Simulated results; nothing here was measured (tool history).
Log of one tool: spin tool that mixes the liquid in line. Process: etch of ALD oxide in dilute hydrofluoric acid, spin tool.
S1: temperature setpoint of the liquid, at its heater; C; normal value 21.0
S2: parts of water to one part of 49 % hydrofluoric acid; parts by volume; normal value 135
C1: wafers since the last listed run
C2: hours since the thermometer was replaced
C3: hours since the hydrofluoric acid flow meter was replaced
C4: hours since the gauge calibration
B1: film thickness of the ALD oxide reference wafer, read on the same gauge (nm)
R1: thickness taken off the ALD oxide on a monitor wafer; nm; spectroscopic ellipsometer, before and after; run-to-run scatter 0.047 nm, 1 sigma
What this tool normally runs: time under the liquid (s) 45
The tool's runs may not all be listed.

{"run": 1, "hour": 0.0, "S1": 21.0, "S2": 135, "time under the liquid (s)": 45, "C1": 0, "C2": 2961.4, "C3": 803.8, "C4": 166.9, "B1": 89.99, "R1": 7.67}
{"run": 2, "hour": 58.0, "S1": 21.0, "S2": 135, "time under the liquid (s)": 45, "C1": 852, "C2": 3019.4, "C3": 861.8, "C4": 224.9, "B1": 90.0, "R1": 7.68}
{"run": 3, "hour": 97.7, "S1": 21.0, "S2": 135, "time under the liquid (s)": 45, "C1": 583, "C2": 3059.1, "C3": 901.5, "C4": 264.6, "B1": 89.97, "R1": 7.56}
{"run": 4, "hour": 154.7, "S1": 21.0, "S2": 135, "time under the liquid (s)": 45, "C1": 838, "C2": 3116.1, "C3": 958.5, "C4": 321.6, "B1": 90.0, "R1": 7.67}
{"run": 5, "hour": 216.6, "S1": 21.0, "S2": 135, "time under the liquid (s)": 45, "C1": 910, "C2": 3178.0, "C3": 1020.4, "C4": 383.5, "B1": 90.03, "R1": 7.49}
{"run": 6, "hour": 280.4, "S1": 22.5, "S2": 135, "time under the liquid (s)": 45, "C1": 938, "C2": 3241.8, "C3": 1084.2, "C4": 447.3, "B1": 89.99, "R1": 7.93}
{"hour": 334.9, "done": "thermometer replaced"}
{"run": 7, "hour": 336.4, "S1": 21.0, "S2": 80, "time under the liquid (s)": 45, "C1": 808, "C2": 1.5, "C3": 1140.2, "C4": 503.3, "B1": 90.01, "R1": 14.85}
{"run": 8, "hour": 391.2, "S1": 21.0, "S2": 135, "time under the liquid (s)": 45, "C1": 805, "C2": 56.3, "C3": 1195.0, "C4": 558.1, "B1": 90.02, "R1": 8.1}
{"hour": 429.6, "done": "hydrofluoric acid flow meter replaced"}
{"run": 9, "hour": 435.6, "S1": 21.0, "S2": 135, "time under the liquid (s)": 25, "C1": 638, "C2": 100.7, "C3": 6.0, "C4": 602.5, "B1": 90.02, "R1": 4.9}
{"hour": 495.5, "done": "gauge calibrated"}
{"run": 10, "hour": 565.8, "S1": 24.5, "S2": 135, "time under the liquid (s)": 65, "C1": 1914, "C2": 230.9, "C3": 136.2, "C4": 70.3, "B1": 89.99, "R1": 14.47}
{"run": 11, "hour": 629.2, "S1": 25.0, "S2": 175, "time under the liquid (s)": 45, "C1": 932, "C2": 294.3, "C3": 199.6, "C4": 133.7, "B1": 90.02, "R1": 7.58}
{"run": 12, "hour": 673.6, "S1": 21.0, "S2": 195, "time under the liquid (s)": 45, "C1": 652, "C2": 338.7, "C3": 244.0, "C4": 178.1, "B1": 90.0, "R1": 5.61}
{"run": 13, "hour": 715.0, "S1": 24.0, "S2": 110, "time under the liquid (s)": 45, "C1": 608, "C2": 380.1, "C3": 285.4, "C4": 219.5, "B1": 90.02, "R1": 12.31}
{"run": 14, "hour": 753.7, "S1": 19.5, "S2": 185, "time under the liquid (s)": 30, "C1": 569, "C2": 418.8, "C3": 324.1, "C4": 258.2, "B1": 89.98, "R1": 3.76}

Consider 4 possible next runs. They are alternatives, not a sequence: every one starts from the tool as it was left by run 14. What does each give?
{"run": "A", "hour": 754.1, "S1": 21.0, "S2": 135, "time under the liquid (s)": 45, "C1": 5, "C2": 419.2, "C3": 324.5, "C4": 258.6, "B1": "?", "R1": "?"}
{"run": "B", "hour": 754.1, "S1": 17.0, "S2": 170, "time under the liquid (s)": 35, "C1": 5, "C2": 419.2, "C3": 324.5, "C4": 258.6, "B1": "?", "R1": "?"}
{"run": "C", "hour": 754.1, "S1": 19.5, "S2": 175, "time under the liquid (s)": 45, "C1": 5, "C2": 419.2, "C3": 324.5, "C4": 258.6, "B1": "?", "R1": "?"}
{"run": "D", "hour": 754.1, "S1": 21.0, "S2": 135, "time under the liquid (s)": 20, "C1": 5, "C2": 419.2, "C3": 324.5, "C4": 258.6, "B1": "?", "R1": "?"}

run=A B1=89.99 R1=8.61
run=B B1=89.99 R1=4.37
run=C B1=89.99 R1=6.00
run=D B1=89.99 R1=3.83
With no hidden state in the tool, these same runs would have given:
run=A R1=9.12
run=B R1=4.63
run=C R1=6.36
run=D R1=4.05
